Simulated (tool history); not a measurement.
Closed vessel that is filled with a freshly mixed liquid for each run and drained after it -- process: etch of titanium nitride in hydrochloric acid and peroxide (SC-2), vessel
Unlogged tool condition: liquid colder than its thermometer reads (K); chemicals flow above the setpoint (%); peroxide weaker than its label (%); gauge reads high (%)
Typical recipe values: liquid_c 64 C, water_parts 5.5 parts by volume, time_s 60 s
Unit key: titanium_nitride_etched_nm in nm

run,day,liquid_c,water_parts,time_s,wafers since the last listed run,hours since the thermometer was replaced,hours since the chemicals flow meter was replaced,hours since the drum of peroxide was connected,hours since the gauge calibration,"read-back film thickness of the titanium nitride reference wafer, read on the same gauge (nm)",titanium_nitride_etched_nm
1,0,64,5.5,60,0,2361.2,321.6,196.3,551.2,30.69,8.63
# day 1.183: gauge calibrated
2,1.438,64,5.5,60,4215,2395.7,356.1,230.8,6.1,29.93,8.48
3,2.554,64,5.5,40,3274,2422.5,382.9,257.6,32.9,29.99,5.54
4,3.258,64,5.5,40,2065,2439.4,399.8,274.5,49.8,29.94,5.59
5,4.425,64,5.5,40,3421,2467.4,427.8,302.5,77.8,30.02,5.65
6,5.921,64,5.5,60,4386,2503.3,463.7,338.4,113.7,30.11,8.52
7,6.838,64,5.5,60,2688,2525.3,485.7,360.4,135.7,30.06,8.57
8,8.088,64,5.5,60,3665,2555.3,515.7,390.4,165.7,30.12,8.49
9,9.275,64,5.5,60,3482,2583.8,544.2,418.9,194.2,30.18,8.51
# day 10.383: new drum of peroxide connected
10,10.404,64,5.5,60,3189,2610.9,571.3,0.5,221.3,30.2,8.47
11,11.321,64,5.5,60,2688,2632.9,593.3,22.5,243.3,30.2,8.54
12,12.404,64,5.5,60,3176,2658.9,619.3,48.5,269.3,30.27,8.62
13,12.917,64,5.5,60,1502,2671.2,631.6,60.8,281.6,30.29,8.54
# day 13.217: thermometer replaced
14,14.225,64,5.5,60,3714,24.2,663,92.2,313,30.35,8.47
15,17.217,68,7,50,8773,96,734.8,164,384.8,30.45,7.6
16,17.85,64,8.5,75,1857,111.2,750,179.2,400,30.4,7.69
17,18.988,70,5.5,60,3335,138.5,777.3,206.5,427.3,30.44,12.15
18,20.179,70.5,4,85,3494,167.1,805.9,235.1,455.9,30.45,22.71
19,21.312,55,4,75,3323,194.3,833.1,262.3,483.1,30.51,7.56
20,22.633,54.5,8.5,40,3873,226,864.8,294,514.8,30.5,2.24
# day 23.242: chemicals flow meter replaced
21,23.271,72,4.5,85,1747,241.3,0.7,309.3,530.1,30.59,22.71
# day 23.771: gauge calibrated
22,23.812,70.5,4,85,1588,254.3,13.7,322.3,1,30.02,22.39
23,25.188,70.5,5.5,60,4032,287.3,46.7,355.3,34,30.04,12.44
24,26.504,64,5.5,50,3861,318.9,78.3,386.9,65.6,30.1,7.08
25,27.142,64,5.5,60,1869,334.2,93.6,402.2,80.9,30.14,8.42
# day 28.188: new drum of peroxide connected
26,28.208,60.5,8,75,3005,359.8,119.2,0.5,106.5,30.15,6.32
27,29.042,64,7.5,60,2443,379.8,139.2,20.5,126.5,30.13,6.77
28,29.871,64,5.5,60,2431,399.7,159.1,40.4,146.4,30.14,8.58
29,30.783,72,4,30,2675,421.6,181,62.3,168.3,30.24,8.65

Alternative continuations, all from the tool just after run 29; predict every row:
A,30.812,64,5.5,60,85,422.3,181.7,63,169,?,?
B,30.812,71.5,5.5,60,85,422.3,181.7,63,169,?,?
C,30.812,68.5,5.5,60,85,422.3,181.7,63,169,?,?
D,30.812,72,5.5,45,85,422.3,181.7,63,169,?,?

run,"read-back film thickness of the titanium nitride reference wafer, read on the same gauge (nm)",titanium_nitride_etched_nm
A,30.2,8.54
B,30.2,13.39
C,30.2,11.21
D,30.2,10.34
With no hidden state in the tool, these same runs would have given:
run,titanium_nitride_etched_nm
A,8.48
B,13.3
C,11.14
D,10.27
